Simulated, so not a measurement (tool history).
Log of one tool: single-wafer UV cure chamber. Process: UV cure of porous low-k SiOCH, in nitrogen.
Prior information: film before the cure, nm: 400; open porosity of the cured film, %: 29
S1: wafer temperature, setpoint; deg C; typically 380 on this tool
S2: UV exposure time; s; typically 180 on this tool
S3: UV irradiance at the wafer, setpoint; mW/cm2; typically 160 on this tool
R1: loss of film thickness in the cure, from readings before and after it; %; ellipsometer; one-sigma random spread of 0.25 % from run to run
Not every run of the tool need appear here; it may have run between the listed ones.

run     day   S1   S2   S3      R1
  1       0  380  180  160  13.664
  2   0.354  380  180  131  13.679
  3   0.917  380  180  160  14.202
  4   1.608  380  180  160  14.646
  5   2.146  380  180  160  14.016
  6   2.829  380  180  160  14.402
  7   3.504  380  180  160  14.283
  8   3.779  380  180  160   14.33
  9   4.521  380  255  160   15.75
 10   5.208  387  180  160  14.302
 11   5.729  372  180  160  14.155
 12   6.458  372  180  160  13.654
 13   7.196  380  180  160  13.703
 14   7.879  380  180  160  13.292
 15   8.367  380  265  177  17.152
 16     9.1  398  180  160  15.354
 17   9.488  372  180  122  13.263
 18   9.775  393  120  177  13.282
 19  10.279  360  255  160  15.638
 20  10.729  393  180  175  15.158
 21  11.267  380  180  160  14.416
 22  11.867  375  180  160  14.301
 23  12.417  380  125  160  12.644
 24  12.683  399  270  121  15.118
 25  13.308  380  180  160  14.168

Taken out of this log: 3 entries between the listed runs. Where each belongs, and how the hidden state differs across it:
In the gap between runs 1 and 2: quartz window cleaned (day 0.267)
  transmission lost against a clean window, %: 22.7 -> 2.19
  the result without the hidden state subtracted from the measured one, R1: -1.387 -> -0.117 %
In the gap between runs 8 and 9: UV bulbs replaced (day 4.412)
  transmission lost against a clean window, %: 11.1 -> 13
  the result without the hidden state subtracted from the measured one, R1: -0.635 -> -0.756 %
In the gap between runs 14 and 15: quartz window cleaned (day 8.275)
  transmission lost against a clean window, %: 21.8 -> 1.95
  the result without the hidden state subtracted from the measured one, R1: -1.282 -> -0.108 %

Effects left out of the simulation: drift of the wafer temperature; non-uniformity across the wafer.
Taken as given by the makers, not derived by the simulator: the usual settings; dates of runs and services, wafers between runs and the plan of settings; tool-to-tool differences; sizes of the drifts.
